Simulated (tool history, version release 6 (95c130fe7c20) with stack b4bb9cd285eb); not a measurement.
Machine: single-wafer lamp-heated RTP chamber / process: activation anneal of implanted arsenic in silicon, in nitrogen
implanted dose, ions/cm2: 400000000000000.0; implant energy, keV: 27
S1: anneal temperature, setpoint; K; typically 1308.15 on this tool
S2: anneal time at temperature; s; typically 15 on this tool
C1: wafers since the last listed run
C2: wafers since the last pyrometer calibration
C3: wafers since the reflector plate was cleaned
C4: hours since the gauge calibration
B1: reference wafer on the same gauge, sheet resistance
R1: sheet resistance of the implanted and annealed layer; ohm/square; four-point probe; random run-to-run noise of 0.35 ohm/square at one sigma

run	hour	S1	S2	C1	C2	C3	C4	B1	R1
1	0.0	1285.15	15	0	2975	3094	21.2	190.99	233.69
2	12.4	1285.15	15	156	3132	3250	33.6	191.04	234.12
3	19.1	1308.15	15	84	3216	3335	40.3	191.03	230.98
4	27.2	1308.15	15	102	3318	3437	48.4	190.90	231.17
5	34.4	1308.15	15	90	3409	3528	55.6	190.98	230.66
# hour 54.9: reflector plate cleaned
6	55.4	1308.15	15	164	3573	5	76.6	191.11	232.28
7	66.4	1308.15	15	138	3712	144	87.6	191.02	231.15
8	78.0	1308.15	15	146	3859	291	99.2	191.07	231.29
9	84.8	1293.15	12	85	3944	376	106.0	190.95	234.14
# hour 103.2: pyrometer window cleaned and pyrometer calibrated
10	103.7	1300.15	19	137	6	514	124.9	191.01	231.30
# hour 104.2: gauge calibrated
11	107.2	1299.15	20	44	51	558	3.0	190.97	231.34
12	121.5	1279.15	15	180	231	739	17.3	190.96	234.24
13	128.6	1330.15	9	89	321	828	24.4	190.97	231.35
14	140.3	1308.15	15	147	468	976	36.1	190.90	231.37
15	149.7	1291.15	23	118	587	1095	45.5	190.96	231.15
16	160.0	1308.15	15	129	717	1225	55.8	190.88	231.79
17	169.5	1308.15	15	119	837	1344	65.3	190.94	231.03

3 ways to go on from here, each from the tool as it stands after run 17. What would each give?
A	169.9	1318.15	15	5	842	1349	65.7	?	?
B	169.9	1337.15	8	5	842	1349	65.7	?	?
C	169.9	1322.15	18	5	842	1349	65.7	?	?

run	B1	R1
A	191.01	230.58
B	191.01	231.55
C	191.01	229.25
With the hidden condition removed and each run's random variation left untouched, the same runs would have given:
run	R1
A	230.58
B	231.55
C	229.25
